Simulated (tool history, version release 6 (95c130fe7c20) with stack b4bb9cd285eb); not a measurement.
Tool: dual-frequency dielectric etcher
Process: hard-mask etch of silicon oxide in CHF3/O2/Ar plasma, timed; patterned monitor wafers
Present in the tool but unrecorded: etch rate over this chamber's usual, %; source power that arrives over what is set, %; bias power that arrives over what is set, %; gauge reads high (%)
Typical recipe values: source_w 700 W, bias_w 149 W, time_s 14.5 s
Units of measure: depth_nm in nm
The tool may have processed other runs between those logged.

| run | day | source_w | bias_w | time_s | wafers since the last listed run | hours since the last wet clean | hours since the last source power generator calibration | hours since the last bias power generator calibration | hours since the last upper electrode change | hours since the gauge calibration | read-back reference wafer on the same gauge, depth_nm | depth_nm |
|---|---|---|---|---|---|---|---|---|---|---|---|---|
| 1 | 0 | 700 | 149 | 16.5 | 0 | 277.5 | 975 | 4553.5 | 2004.8 | 553.2 | 26.51 | 27.9 |
|  | 2.308 | wet clean of the chamber |
| 2 | 2.329 | 700 | 149 | 16.5 | 532 | 0.5 | 1030.9 | 4609.4 | 2060.7 | 609.1 | 26.53 | 28.83 |
| 3 | 4.996 | 700 | 149 | 14.5 | 1068 | 64.5 | 1094.9 | 4673.4 | 2124.7 | 673.1 | 26.5 | 25.27 |
| 4 | 6.279 | 700 | 149 | 14.5 | 514 | 95.3 | 1125.7 | 4704.2 | 2155.5 | 703.9 | 26.54 | 25.04 |
| 5 | 8.212 | 700 | 149 | 14.5 | 774 | 141.7 | 1172.1 | 4750.6 | 2201.9 | 750.3 | 26.53 | 24.72 |
| 6 | 10.062 | 700 | 149 | 14.5 | 741 | 186.1 | 1216.5 | 4795 | 2246.3 | 794.7 | 26.5 | 24.9 |
| 7 | 11.254 | 700 | 149 | 14.5 | 477 | 214.7 | 1245.1 | 4823.6 | 2274.9 | 823.3 | 26.51 | 24.75 |
| 8 | 13.696 | 700 | 149 | 14.5 | 978 | 273.3 | 1303.7 | 4882.2 | 2333.5 | 881.9 | 26.51 | 24.54 |
|  | 19.079 | wet clean of the chamber |
| 9 | 19.1 | 700 | 149 | 14.5 | 1764 | 0.5 | 1433.4 | 5011.9 | 2463.2 | 1011.6 | 26.49 | 25.42 |
|  | 20.096 | bias power generator calibrated |
| 10 | 21.433 | 700 | 149 | 14.5 | 867 | 56.5 | 1489.4 | 32.1 | 2519.2 | 1067.6 | 26.5 | 25.19 |
| 11 | 23.546 | 700 | 149 | 14.5 | 846 | 107.2 | 1540.1 | 82.8 | 2569.9 | 1118.3 | 26.53 | 24.95 |
| 12 | 24.8 | 700 | 149 | 14.5 | 502 | 137.3 | 1570.2 | 112.9 | 2600 | 1148.4 | 26.53 | 25.05 |
| 13 | 27.221 | 540 | 149 | 13 | 969 | 195.4 | 1628.3 | 171 | 2658.1 | 1206.5 | 26.52 | 19.61 |
| 14 | 28.388 | 530 | 149 | 11.5 | 467 | 223.4 | 1656.3 | 199 | 2686.1 | 1234.5 | 26.51 | 17.05 |
| 15 | 30.45 | 700 | 165 | 14.5 | 826 | 272.9 | 1705.8 | 248.5 | 2735.6 | 1284 | 26.47 | 25.2 |
|  | 32.062 | wet clean of the chamber |
| 16 | 32.762 | 700 | 149 | 17 | 525 | 16.8 | 1761.3 | 304 | 2791.1 | 1339.5 | 26.49 | 29.41 |
|  | 33.625 | gauge calibrated |
|  | 34.146 | source power generator calibrated |
| 17 | 34.162 | 700 | 149 | 14.5 | 494 | 50.4 | 0.4 | 337.6 | 2824.7 | 12.9 | 26.53 | 25.1 |
| 18 | 35.421 | 700 | 181 | 18 | 504 | 80.6 | 30.6 | 367.8 | 2854.9 | 43.1 | 26.51 | 32.76 |
| 19 | 36.488 | 700 | 113 | 13.5 | 427 | 106.2 | 56.2 | 393.4 | 2880.5 | 68.7 | 26.54 | 21.76 |
|  | 38.633 | upper electrode replaced |
| 20 | 38.654 | 700 | 174 | 10.5 | 467 | 158.2 | 108.2 | 445.4 | 0.5 | 120.7 | 26.46 | 18.64 |
| 21 | 39.108 | 630 | 164 | 16 | 181 | 169.1 | 119.1 | 456.3 | 11.4 | 131.6 | 26.5 | 26.88 |
| 22 | 41.95 | 700 | 149 | 14.5 | 1138 | 237.3 | 187.3 | 524.5 | 79.6 | 199.8 | 26.51 | 24.48 |
|  | 46.392 | wet clean of the chamber |
| 23 | 46.412 | 820 | 149 | 14.5 | 1387 | 0.5 | 294.4 | 631.6 | 186.7 | 306.9 | 26.54 | 27.28 |
| 24 | 47.421 | 700 | 149 | 16.5 | 403 | 24.7 | 318.6 | 655.8 | 210.9 | 331.1 | 26.48 | 28.55 |
| 25 | 48.992 | 800 | 165 | 11.5 | 629 | 62.4 | 356.3 | 693.5 | 248.6 | 368.8 | 26.49 | 21.74 |

What if the next run were any one of these 5? Each begins from the tool's condition after run 25:
| A | 49.008 | 700 | 149 | 14.5 | 6 | 62.8 | 356.7 | 693.9 | 249 | 369.2 | ? | ? |
| B | 49.008 | 700 | 184 | 14.5 | 6 | 62.8 | 356.7 | 693.9 | 249 | 369.2 | ? | ? |
| C | 49.008 | 700 | 130 | 17.5 | 6 | 62.8 | 356.7 | 693.9 | 249 | 369.2 | ? | ? |
| D | 49.008 | 570 | 162 | 14.5 | 6 | 62.8 | 356.7 | 693.9 | 249 | 369.2 | ? | ? |
| E | 49.008 | 760 | 186 | 14.5 | 6 | 62.8 | 356.7 | 693.9 | 249 | 369.2 | ? | ? |

| run | read-back reference wafer on the same gauge, depth_nm | depth_nm |
|---|---|---|
| A | 26.5 | 25.13 |
| B | 26.5 | 26.56 |
| C | 26.5 | 29.32 |
| D | 26.5 | 23.33 |
| E | 26.5 | 27.64 |
The same runs, with their run-to-run variation unchanged, on a tool lacking any hidden condition would have given:
| run | depth_nm |
|---|---|
| A | 25.41 |
| B | 26.86 |
| C | 29.66 |
| D | 23.59 |
| E | 27.96 |

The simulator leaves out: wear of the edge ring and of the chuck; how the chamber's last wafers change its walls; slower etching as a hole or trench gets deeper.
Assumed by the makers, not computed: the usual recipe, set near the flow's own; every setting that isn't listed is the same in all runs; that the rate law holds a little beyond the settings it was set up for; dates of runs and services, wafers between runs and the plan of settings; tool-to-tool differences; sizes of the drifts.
